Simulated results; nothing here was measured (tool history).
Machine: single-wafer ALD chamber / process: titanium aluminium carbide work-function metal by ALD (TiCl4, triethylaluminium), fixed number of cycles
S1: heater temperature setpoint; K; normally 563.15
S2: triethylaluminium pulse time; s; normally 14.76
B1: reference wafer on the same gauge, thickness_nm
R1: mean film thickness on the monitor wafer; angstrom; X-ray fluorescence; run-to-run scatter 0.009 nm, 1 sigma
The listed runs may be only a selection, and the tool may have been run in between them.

run   hour      S1     S2     B1     R1
  1      0  563.15  14.76  1.952  20.38
  2   26.9  563.15  14.76  1.953  20.29
  3   60.6  563.15  14.76  1.958  20.21
  4   88.4  563.15  14.76  1.958  20.35
  5  119.7  563.15  14.76  1.961  20.32
  6  153.7  563.15  14.76  1.964  20.22
  7  171.9  563.15  14.76  1.966  20.56
  8  184.3  568.15  12.64   1.97  20.68
  9  213.6  568.15  12.64  1.973  20.65
 10  225.7  553.15  14.76  1.973  19.73
 11  255.7  553.15  14.76  1.976  19.69
     268.7  -- triethylaluminium bottle replaced
 12    276  553.15  14.76   1.98  19.82
     294.2  -- gauge calibrated
 13  304.7  569.15  11.86  1.956  20.32
 14  335.3  563.15  20.54  1.956  20.51
 15  362.2  573.15  11.07  1.953  20.58
 16  393.8  563.15  14.76  1.956  20.49
 17  411.7  553.15  14.76  1.959  19.38
     436.1  -- showerhead replaced
 18  436.7  575.15  18.71  1.958  21.46
     454.8  -- thermocouple changed; heater temperature recalibrated
 19  494.2  572.15  10.72  1.961  20.48
 20  514.1  559.15  10.26  1.963  19.34
 21  533.1  575.15  11.42  1.965  20.89
 22  545.7  563.15  17.56  1.967   20.5
 23  567.6  563.15   16.5  1.969   20.6
 24  586.8  563.15  14.76  1.969  20.49
 25  617.2  563.15  12.46  1.976  20.28

Selected run-to-run steps in R1, each split into two signed amounts: the part the tool would show with no hidden state at all (from settings, incoming material and random variation), and the remainder, which goes to the hidden state together with any gauge scatter not common to the measured and the hidden-state-free results:
Hidden conditions of the tool in this case: wafer temperature above the value expected at the setpoint (K); triethylaluminium dose above that of a fresh bottle (%); gauge reads high (%).
Run 5 -> 6: settings left as they were, no log entry in between. R1 -0.1 angstrom: hidden state +0.04, all else -0.14.
Run 12 -> 13: S1 553.15 -> 569.15, S2 14.76 -> 11.86, gauge calibrated. R1 +0.5 angstrom: hidden state -0.27, all else +0.77.
Run 17 -> 18: S1 553.15 -> 575.15, S2 14.76 -> 18.71, showerhead replaced. R1 +2.08 angstrom: hidden state +0.02, all else +2.06.
Run 20 -> 21: S1 559.15 -> 575.15, S2 10.26 -> 11.42. R1 +1.55 angstrom: hidden state +0.02, all else +1.53.

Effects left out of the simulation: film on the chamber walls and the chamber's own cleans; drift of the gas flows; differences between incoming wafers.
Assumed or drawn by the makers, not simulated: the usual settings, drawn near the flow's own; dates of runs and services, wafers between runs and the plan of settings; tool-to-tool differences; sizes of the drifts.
